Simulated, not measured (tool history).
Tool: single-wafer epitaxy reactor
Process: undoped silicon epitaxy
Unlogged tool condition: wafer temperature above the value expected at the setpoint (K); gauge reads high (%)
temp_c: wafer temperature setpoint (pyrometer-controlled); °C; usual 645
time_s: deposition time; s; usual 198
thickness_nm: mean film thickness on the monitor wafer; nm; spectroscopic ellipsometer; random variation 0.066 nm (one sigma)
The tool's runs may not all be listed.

| run | day | temp_c | time_s | wafers since the last listed run | hours since the last pyrometer calibration | hours since the gauge calibration | read-back reference wafer on the same gauge, thickness_nm | thickness_nm |
|---|---|---|---|---|---|---|---|---|
| 1 | 0.000 | 645 | 198 | 0 | 1748.0 | 755.8 | 30.968 | 27.344 |
| 2 | 3.875 | 645 | 168 | 639 | 1841.0 | 848.8 | 30.923 | 23.283 |
| 3 | 7.333 | 645 | 168 | 570 | 1924.0 | 931.8 | 30.902 | 23.215 |
| 4 | 10.038 | 645 | 208 | 446 | 1988.9 | 996.7 | 30.893 | 28.792 |
| 5 | 13.325 | 639 | 198 | 542 | 2067.8 | 1075.6 | 30.838 | 24.312 |
| 6 | 17.946 | 639 | 198 | 762 | 2178.7 | 1186.5 | 30.841 | 24.311 |
| 7 | 20.217 | 639 | 198 | 374 | 2233.2 | 1241.0 | 30.809 | 24.346 |
| 8 | 24.217 | 645 | 198 | 660 | 2329.2 | 1337.0 | 30.752 | 27.182 |
| 9 | 28.167 | 645 | 198 | 652 | 2424.0 | 1431.8 | 30.750 | 27.205 |
|  | 30.492 | pyrometer calibrated |
| 10 | 37.838 | 645 | 198 | 1541 | 176.3 | 1663.9 | 30.649 | 27.157 |
| 11 | 41.092 | 645 | 198 | 537 | 254.4 | 1742.0 | 30.645 | 27.154 |
| 12 | 42.796 | 645 | 198 | 281 | 295.3 | 1782.9 | 30.607 | 27.149 |
| 13 | 45.429 | 645 | 198 | 434 | 358.5 | 1846.1 | 30.609 | 27.044 |
|  | 45.779 | gauge calibrated |
| 14 | 47.662 | 645 | 198 | 368 | 412.1 | 45.2 | 31.225 | 27.771 |
| 15 | 51.496 | 636 | 174 | 632 | 504.1 | 137.2 | 31.193 | 20.354 |
| 16 | 54.683 | 650 | 184 | 526 | 580.6 | 213.7 | 31.172 | 28.335 |
| 17 | 58.742 | 653 | 166 | 670 | 678.0 | 311.1 | 31.140 | 26.886 |
| 18 | 61.933 | 645 | 198 | 526 | 754.6 | 387.7 | 31.105 | 27.571 |
| 19 | 65.929 | 659 | 198 | 659 | 850.5 | 483.6 | 31.075 | 35.989 |
| 20 | 68.033 | 645 | 198 | 347 | 901.0 | 534.1 | 31.067 | 27.510 |
| 21 | 79.758 | 645 | 198 | 1935 | 1182.4 | 815.5 | 30.978 | 27.457 |
| 22 | 83.325 | 640 | 161 | 588 | 1268.0 | 901.1 | 30.931 | 20.240 |
| 23 | 86.742 | 645 | 186 | 564 | 1350.0 | 983.1 | 30.908 | 25.743 |
| 24 | 91.067 | 656 | 229 | 714 | 1453.8 | 1086.9 | 30.874 | 39.207 |
| 25 | 92.679 | 635 | 215 | 266 | 1492.5 | 1125.6 | 30.847 | 24.362 |
| 26 | 94.571 | 639 | 214 | 312 | 1537.9 | 1171.0 | 30.831 | 26.352 |
| 27 | 98.804 | 656 | 229 | 698 | 1639.5 | 1272.6 | 30.812 | 38.805 |

Predict each of these 5 candidate next runs independently; none follows another, all start after run 27:
| A | 98.825 | 645 | 198 | 3 | 1640.0 | 1273.1 | ? | ? |
| B | 98.825 | 658 | 198 | 3 | 1640.0 | 1273.1 | ? | ? |
| C | 98.825 | 655 | 198 | 3 | 1640.0 | 1273.1 | ? | ? |
| D | 98.825 | 638 | 217 | 3 | 1640.0 | 1273.1 | ? | ? |
| E | 98.825 | 652 | 198 | 3 | 1640.0 | 1273.1 | ? | ? |

| run | read-back reference wafer on the same gauge, thickness_nm | thickness_nm |
|---|---|---|
| A | 30.823 | 27.284 |
| B | 30.823 | 34.994 |
| C | 30.823 | 33.059 |
| D | 30.823 | 26.084 |
| E | 30.823 | 31.221 |
The same runs, with their run-to-run variation unchanged, on a tool lacking any hidden condition would have given:
| run | thickness_nm |
|---|---|
| A | 27.634 |
| B | 35.443 |
| C | 33.483 |
| D | 26.419 |
| E | 31.621 |
